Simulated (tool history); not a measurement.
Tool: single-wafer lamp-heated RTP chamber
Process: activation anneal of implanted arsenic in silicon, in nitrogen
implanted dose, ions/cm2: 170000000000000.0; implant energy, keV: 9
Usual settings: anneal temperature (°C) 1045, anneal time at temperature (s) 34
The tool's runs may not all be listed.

run,day,anneal temperature (°C),anneal time at temperature (s),wafers since the last listed run,wafers since the last pyrometer calibration,wafers since the reflector plate was cleaned,hours since the gauge calibration,"read-back reference wafer on the same gauge, sheet resistance",sheet resistance of the implanted and annealed layer (ohm/square)
1,0,1045,34,0,686,3496,202,438.14,428.67
2,0.696,1045,34,201,888,3697,218.7,437.94,428.52
3,1.329,1038,42,183,1071,3881,233.9,437.71,426.4
4,3.708,1038,42,689,1761,4571,291,438.12,423.84
5,4.588,1038,47,254,2016,4826,312.1,438.12,422.49
# day 5.479: pyrometer window cleaned and pyrometer calibrated
6,5.5,1038,47,167,5,4993,334,437.98,425.86
7,6.046,1038,47,158,163,5152,347.1,438.12,425.82
8,6.779,1023,34,212,376,5364,364.7,438.05,436.67
9,7.379,1045,34,173,550,5538,379.1,437.88,429.02
10,8.308,1045,34,269,819,5808,401.4,438.02,427.12
11,9.7,1045,34,403,1223,6211,434.8,437.86,426.47
# day 10.829: gauge calibrated
12,10.992,1045,34,374,1597,6586,3.9,438.13,424.26
13,11.971,1045,34,283,1881,6869,27.4,437.82,424.16
14,12.833,1025,44,250,2131,7119,48.1,437.92,427.42
15,13.917,1033,20,314,2445,7434,74.1,438.1,437.17
# day 14.417: pyrometer window cleaned and pyrometer calibrated
16,14.938,1033,46,199,151,7633,98.6,437.95,426.72
17,15.996,1053,34,306,458,7940,124,438.13,423.48
18,16.904,1053,34,263,721,8203,145.8,437.94,421.78
19,17.446,1057,14,157,878,8360,158.8,438.01,437.77
20,18.521,1045,34,311,1190,8672,184.6,437.97,423.53
# day 19.442: reflector plate cleaned
21,19.454,1058,50,173,1364,4,207,437.97,411.34
22,20.175,1021,23,208,1573,212,224.3,438.2,441.29
23,21.188,1045,34,293,1866,506,248.6,438.04,425.79
# day 22.092: pyrometer window cleaned and pyrometer calibrated
24,22.2,1068,26,196,31,703,272.9,437.83,427.05
25,23.683,1045,34,430,461,1133,308.5,438.08,430.35
26,24.362,1070,39,196,658,1330,324.8,438,414.04

3 ways to go on from here, each from the tool as it stands after run 26. What would each give?
A,24.379,1045,48,4,663,1335,325.2,?,?
B,24.379,1021,41,4,663,1335,325.2,?,?
C,24.379,1063,34,4,663,1335,325.2,?,?

run,"read-back reference wafer on the same gauge, sheet resistance",sheet resistance of the implanted and annealed layer (ohm/square)
A,437.99,421.03
B,437.99,434.38
C,437.99,419.53
Without the tool's hidden state the same runs would have given:
run,sheet resistance of the implanted and annealed layer (ohm/square)
A,423.12
B,435.95
C,421.65
